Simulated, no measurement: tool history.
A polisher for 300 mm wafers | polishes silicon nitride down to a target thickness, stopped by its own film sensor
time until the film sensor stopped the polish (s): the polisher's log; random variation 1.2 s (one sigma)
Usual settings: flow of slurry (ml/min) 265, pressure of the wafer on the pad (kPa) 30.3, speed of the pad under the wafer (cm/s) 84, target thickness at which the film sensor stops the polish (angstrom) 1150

run	hour	flow of slurry (ml/min)	pressure of the wafer on the pad (kPa)	speed of the pad under the wafer (cm/s)	target thickness at which the film sensor stops the polish (angstrom)	incoming thickness of the incoming film, nm	time until the film sensor stopped the polish (s)
1	0	265	30.3	84	1150	272.9	94.1
2	105	265	30.3	84	1150	271	94.4
3	177.9	265	30.3	84	1150	270.9	92.9
# hour 215.9: slurry nozzle cleaned
4	281.3	265	30.3	84	1150	267.9	92.1
# hour 344.2: worn pad replaced by a new one
5	371.9	265	30.3	84	1150	265.2	89.9
6	441.6	265	30.3	84	1150	268.7	92.2
7	530.8	265	30.3	84	1150	266.9	93.1
# hour 691: head pressure recalibrated
# hour 693.3: slurry nozzle cleaned
8	741.6	265	30.3	84	1150	270.6	94.1
9	822.9	265	30.3	84	1150	269	91.8
# hour 875.8: worn pad replaced by a new one
10	884.6	265	30.3	84	1150	269.3	94.4
11	978.2	265	30.3	94	1150	268.1	83.2
12	1049.4	265	30.3	84	1150	266.5	91.9
13	1112.5	265	30.3	84	1150	267.9	91.4
# hour 1204.4: slurry nozzle cleaned
14	1267.3	265	30.3	84	1150	264	89.4
15	1307	265	30.3	84	1150	268.2	91.7
# hour 1314.6: worn pad replaced by a new one
16	1346.5	265	30.3	84	1150	266.2	90.8
17	1403.9	265	30.3	84	1150	271.8	92.5
18	1565	265	30.3	84	830	272	115.1
19	1644.9	320	26.9	74	1150	272.5	113.1
20	1717.4	265	30.3	84	1150	272.6	94.6
# hour 1750.5: worn pad replaced by a new one
# hour 1752.3: slurry nozzle cleaned
# hour 1790.4: head pressure recalibrated
21	1798.6	360	30.3	112	690	269.3	93
22	1850.7	265	30.3	84	1150	266.5	89.2
23	1889.2	320	36.5	84	1150	267.9	80.6
24	1956.4	200	30.3	84	1360	270.5	83.7
25	2020.3	345	22.1	84	1150	268.5	109.3
26	2083.7	265	30.3	84	1650	266.2	60.6
27	2139.6	265	30.3	84	1150	268.4	92.7
# hour 2190.4: slurry nozzle cleaned
# hour 2240.9: worn pad replaced by a new one
28	2245.8	265	30.3	72	1380	272.2	91.5
29	2286.1	265	30.3	102	1150	269.1	79.2
30	2387.2	265	30.3	84	1150	266.7	90.1
31	2437	295	30.3	68	1150	270.9	106.9
32	2504	265	30.3	66	700	269.3	146.9
33	2557.5	235	30.3	84	1150	268.8	93.9

3 ways to go on from here, each from the tool as it stands after run 33. What would each give?
A	2557.9	290	30.3	84	1150	266.8	?
B	2557.9	335	30.3	84	1620	266.8	?
C	2557.9	215	26.9	114	1150	266.8	?

run	time until the film sensor stopped the polish (s)
A	89.8
B	61.2
C	79.1
Without the tool's hidden state the same runs would have given:
run	time until the film sensor stopped the polish (s)
A	89.8
B	61.2
C	79.1

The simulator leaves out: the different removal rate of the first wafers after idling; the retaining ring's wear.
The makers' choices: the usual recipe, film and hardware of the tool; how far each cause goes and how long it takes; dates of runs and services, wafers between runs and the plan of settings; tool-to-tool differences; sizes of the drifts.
